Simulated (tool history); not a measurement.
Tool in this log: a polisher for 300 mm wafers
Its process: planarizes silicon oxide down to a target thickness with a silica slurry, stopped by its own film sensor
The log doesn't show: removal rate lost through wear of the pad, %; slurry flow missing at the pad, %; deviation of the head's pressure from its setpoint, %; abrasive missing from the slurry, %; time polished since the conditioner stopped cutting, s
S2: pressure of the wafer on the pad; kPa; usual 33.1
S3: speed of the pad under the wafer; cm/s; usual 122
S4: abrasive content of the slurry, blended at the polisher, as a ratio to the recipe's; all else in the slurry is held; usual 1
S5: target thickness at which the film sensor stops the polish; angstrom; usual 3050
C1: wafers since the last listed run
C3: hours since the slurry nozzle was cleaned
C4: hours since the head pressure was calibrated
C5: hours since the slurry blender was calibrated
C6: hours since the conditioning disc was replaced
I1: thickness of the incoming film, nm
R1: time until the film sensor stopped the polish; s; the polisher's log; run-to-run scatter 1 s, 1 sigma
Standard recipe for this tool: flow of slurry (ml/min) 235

{"run": 1, "hour": 0.0, "flow of slurry (ml/min)": 235, "S2": 33.1, "S3": 122, "S4": 1, "S5": 3050, "C1": 0, "wafers polished on this pad": 615, "C3": 221.8, "C4": 706.1, "C5": 42.7, "C6": 77.1, "I1": 588.5, "R1": 76.5}
{"run": 2, "hour": 16.4, "flow of slurry (ml/min)": 235, "S2": 33.1, "S3": 122, "S4": 1, "S5": 3050, "C1": 115, "wafers polished on this pad": 731, "C3": 238.2, "C4": 722.5, "C5": 59.1, "C6": 93.5, "I1": 593.1, "R1": 78.7}
{"run": 3, "hour": 37.8, "flow of slurry (ml/min)": 235, "S2": 33.1, "S3": 122, "S4": 1, "S5": 3520, "C1": 150, "wafers polished on this pad": 882, "C3": 259.6, "C4": 743.9, "C5": 80.5, "C6": 114.9, "I1": 590.6, "R1": 64.6}
{"run": 4, "hour": 56.5, "flow of slurry (ml/min)": 235, "S2": 29, "S3": 122, "S4": 1, "S5": 3050, "C1": 131, "wafers polished on this pad": 1014, "C3": 278.3, "C4": 762.6, "C5": 99.2, "C6": 133.6, "I1": 588.9, "R1": 82.1}
{"run": 5, "hour": 78.6, "flow of slurry (ml/min)": 270, "S2": 21.4, "S3": 156, "S4": 1, "S5": 3700, "C1": 155, "wafers polished on this pad": 1170, "C3": 300.4, "C4": 784.7, "C5": 121.3, "C6": 155.7, "I1": 586.7, "R1": 61.5}
{"run": 6, "hour": 97.6, "flow of slurry (ml/min)": 235, "S2": 33.1, "S3": 122, "S4": 1, "S5": 3050, "C1": 134, "wafers polished on this pad": 1304, "C3": 319.4, "C4": 803.7, "C5": 140.3, "C6": 174.7, "I1": 593.5, "R1": 78.6}
{"run": 7, "hour": 128.5, "flow of slurry (ml/min)": 235, "S2": 33.1, "S3": 122, "S4": 0.9, "S5": 3050, "C1": 218, "wafers polished on this pad": 1522, "C3": 350.3, "C4": 834.6, "C5": 171.2, "C6": 205.6, "I1": 587.3, "R1": 84}
{"hour": 143.5, "done": "worn pad replaced by a new one"}
{"run": 8, "hour": 158.6, "flow of slurry (ml/min)": 235, "S2": 33.1, "S3": 122, "S4": 1, "S5": 3050, "C1": 184, "wafers polished on this pad": 106, "C3": 380.4, "C4": 864.7, "C5": 201.3, "C6": 235.7, "I1": 587.3, "R1": 80.3}
{"run": 9, "hour": 184.7, "flow of slurry (ml/min)": 310, "S2": 33.1, "S3": 136, "S4": 1, "S5": 2360, "C1": 184, "wafers polished on this pad": 290, "C3": 406.5, "C4": 890.8, "C5": 227.4, "C6": 261.8, "I1": 584.1, "R1": 88}
{"run": 10, "hour": 209.3, "flow of slurry (ml/min)": 235, "S2": 33.1, "S3": 122, "S4": 1, "S5": 3050, "C1": 173, "wafers polished on this pad": 464, "C3": 431.1, "C4": 915.4, "C5": 252, "C6": 286.4, "I1": 589.8, "R1": 81.8}
{"hour": 230.2, "done": "slurry blender recalibrated"}
{"run": 11, "hour": 232.5, "flow of slurry (ml/min)": 235, "S2": 33.1, "S3": 122, "S4": 1, "S5": 3050, "C1": 149, "wafers polished on this pad": 613, "C3": 454.3, "C4": 938.6, "C5": 2.3, "C6": 309.6, "I1": 598, "R1": 77.2}
{"run": 12, "hour": 248.2, "flow of slurry (ml/min)": 235, "S2": 33.1, "S3": 122, "S4": 1, "S5": 3050, "C1": 110, "wafers polished on this pad": 724, "C3": 470, "C4": 954.3, "C5": 18, "C6": 325.3, "I1": 591.3, "R1": 77.8}
{"hour": 282.7, "done": "head pressure recalibrated"}
{"hour": 331.0, "done": "conditioning disc replaced and pad reconditioned"}
{"run": 13, "hour": 332.8, "flow of slurry (ml/min)": 235, "S2": 33.1, "S3": 122, "S4": 1, "S5": 3050, "C1": 568, "wafers polished on this pad": 1293, "C3": 554.6, "C4": 50.1, "C5": 102.6, "C6": 1.8, "I1": 585.5, "R1": 75.9}
{"hour": 344.8, "done": "worn pad replaced by a new one"}
{"run": 14, "hour": 358.0, "flow of slurry (ml/min)": 295, "S2": 26.9, "S3": 122, "S4": 0.9, "S5": 3780, "C1": 149, "wafers polished on this pad": 93, "C3": 579.8, "C4": 75.3, "C5": 127.8, "C6": 27, "I1": 592.7, "R1": 67.6}
{"hour": 381.5, "done": "slurry nozzle cleaned"}
{"run": 15, "hour": 392.8, "flow of slurry (ml/min)": 205, "S2": 33.1, "S3": 134, "S4": 1.25, "S5": 2370, "C1": 238, "wafers polished on this pad": 331, "C3": 11.3, "C4": 110.1, "C5": 162.6, "C6": 61.8, "I1": 584, "R1": 81.5}
{"run": 16, "hour": 410.2, "flow of slurry (ml/min)": 235, "S2": 41.4, "S3": 122, "S4": 0.75, "S5": 3050, "C1": 122, "wafers polished on this pad": 454, "C3": 28.7, "C4": 127.5, "C5": 180, "C6": 79.2, "I1": 588.1, "R1": 82.3}
{"run": 17, "hour": 423.7, "flow of slurry (ml/min)": 235, "S2": 33.1, "S3": 144, "S4": 1.15, "S5": 3300, "C1": 95, "wafers polished on this pad": 549, "C3": 42.2, "C4": 141, "C5": 193.5, "C6": 92.7, "I1": 599.3, "R1": 61}
{"run": 18, "hour": 438.0, "flow of slurry (ml/min)": 235, "S2": 40.7, "S3": 122, "S4": 1, "S5": 3050, "C1": 100, "wafers polished on this pad": 650, "C3": 56.5, "C4": 155.3, "C5": 207.8, "C6": 107, "I1": 582.6, "R1": 68.4}
{"run": 19, "hour": 507.8, "flow of slurry (ml/min)": 265, "S2": 43.4, "S3": 144, "S4": 1, "S5": 3050, "C1": 492, "wafers polished on this pad": 1143, "C3": 126.3, "C4": 225.1, "C5": 277.6, "C6": 176.8, "I1": 594.3, "R1": 62.2}
{"hour": 515.5, "done": "slurry blender recalibrated"}
{"run": 20, "hour": 540.9, "flow of slurry (ml/min)": 235, "S2": 33.1, "S3": 148, "S4": 0.75, "S5": 3050, "C1": 219, "wafers polished on this pad": 1362, "C3": 159.4, "C4": 258.2, "C5": 25.4, "C6": 209.9, "I1": 598.6, "R1": 78.5}
{"run": 21, "hour": 555.1, "flow of slurry (ml/min)": 295, "S2": 26.9, "S3": 122, "S4": 0.9, "S5": 3780, "C1": 100, "wafers polished on this pad": 1462, "C3": 173.6, "C4": 272.4, "C5": 39.6, "C6": 224.1, "I1": 582.6, "R1": 66.1}
{"hour": 579.6, "done": "worn pad replaced by a new one"}
{"run": 22, "hour": 580.6, "flow of slurry (ml/min)": 275, "S2": 33.1, "S3": 122, "S4": 1, "S5": 3050, "C1": 151, "wafers polished on this pad": 7, "C3": 199.1, "C4": 297.9, "C5": 65.1, "C6": 249.6, "I1": 588.2, "R1": 75.5}

Expected results for the next run?
{"run": 23, "hour": 612.4, "flow of slurry (ml/min)": 235, "S2": 33.1, "S3": 122, "S4": 0.9, "S5": 3050, "C1": 224, "wafers polished on this pad": 231, "C3": 230.9, "C4": 329.7, "C5": 96.9, "C6": 281.4, "I1": 591.6, "R1": "?"}

R1: 82.5 s
With the hidden condition absent and the run-to-run variation left alone, this run would have shown R1 81 s.

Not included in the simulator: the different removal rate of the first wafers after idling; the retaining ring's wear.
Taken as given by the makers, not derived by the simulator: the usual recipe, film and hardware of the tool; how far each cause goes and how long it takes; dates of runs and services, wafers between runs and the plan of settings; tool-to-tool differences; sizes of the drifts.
